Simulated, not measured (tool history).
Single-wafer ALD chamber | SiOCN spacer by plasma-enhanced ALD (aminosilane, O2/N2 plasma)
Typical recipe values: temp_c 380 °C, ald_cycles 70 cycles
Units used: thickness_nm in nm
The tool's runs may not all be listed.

run      day  temp_c  ald_cycles  read-back reference wafer on the same gauge, thickness_nm  thickness_nm
  1    0.000     380          70                                                      4.095         4.619
  2    2.050     371          70                                                      4.093         4.606
  3    5.096     371          70                                                      4.092         4.612
  4    7.288     389          70                                                      4.088         4.604
  5   11.683     389          70                                                      4.084         4.603
  6   16.125     380          70                                                      4.081         4.599
  7   18.108     380          70                                                      4.079         4.584
      20.279  -- thermocouple changed; heater temperature recalibrated
  8   20.633     387          70                                                      4.077         4.595
  9   24.196     387          70                                                      4.071         4.595
 10   28.567     374          70                                                      4.065         4.571
 11   32.442     374          70                                                      4.063         4.589
 12   34.717     374          70                                                      4.054         4.579
 13   37.512     380          70                                                      4.053         4.547
 14   40.104     380          70                                                      4.051         4.573
 15   44.338     380          70                                                      4.042         4.539
 16   53.112     387          70                                                      4.034         4.543
 17   55.312     380          70                                                      4.030         4.523
      60.958  -- gauge calibrated
      61.121  -- thermocouple changed; heater temperature recalibrated
 18   64.579     390          78                                                      4.121         5.175
 19   67.821     371          63                                                      4.121         4.168
 20   70.992     392          83                                                      4.124         5.494
 21   74.921     386          70                                                      4.124         4.637
 22   76.858     380          64                                                      4.121         4.221
 23   89.842     380          70                                                      4.117         4.647
 24   92.829     390          83                                                      4.118         5.509
 25   95.421     380          76                                                      4.115         5.043
      97.038  -- thermocouple changed; heater temperature recalibrated
 26  103.042     380          70                                                      4.115         4.632
 27  106.717     387          82                                                      4.110         5.431
 28  108.821     391          70                                                      4.107         4.624
 29  110.417     390          76                                                      4.108         5.044
 30  113.183     380          70                                                      4.105         4.628
 31  116.029     380          70                                                      4.107         4.634

Hidden state, per run?
wafer temperature above the value expected at the setpoint (K): 0 on each run
H1: gauge reads high (%)
run      H1
  1   -0.81
  2  -0.856
  3  -0.926
  4  -0.978
  5   -1.09
  6    -1.2
  7   -1.25
  8   -1.32
  9   -1.42
 10   -1.55
 11   -1.67
 12   -1.74
 13   -1.83
 14   -1.92
 15   -2.06
 16   -2.37
 17   -2.46
 18  -0.177
 19  -0.181
 20  -0.189
 21  -0.202
 22   -0.21
 23  -0.292
 24  -0.318
 25  -0.342
 26  -0.424
 27   -0.47
 28  -0.498
 29  -0.519
 30  -0.559
 31  -0.602
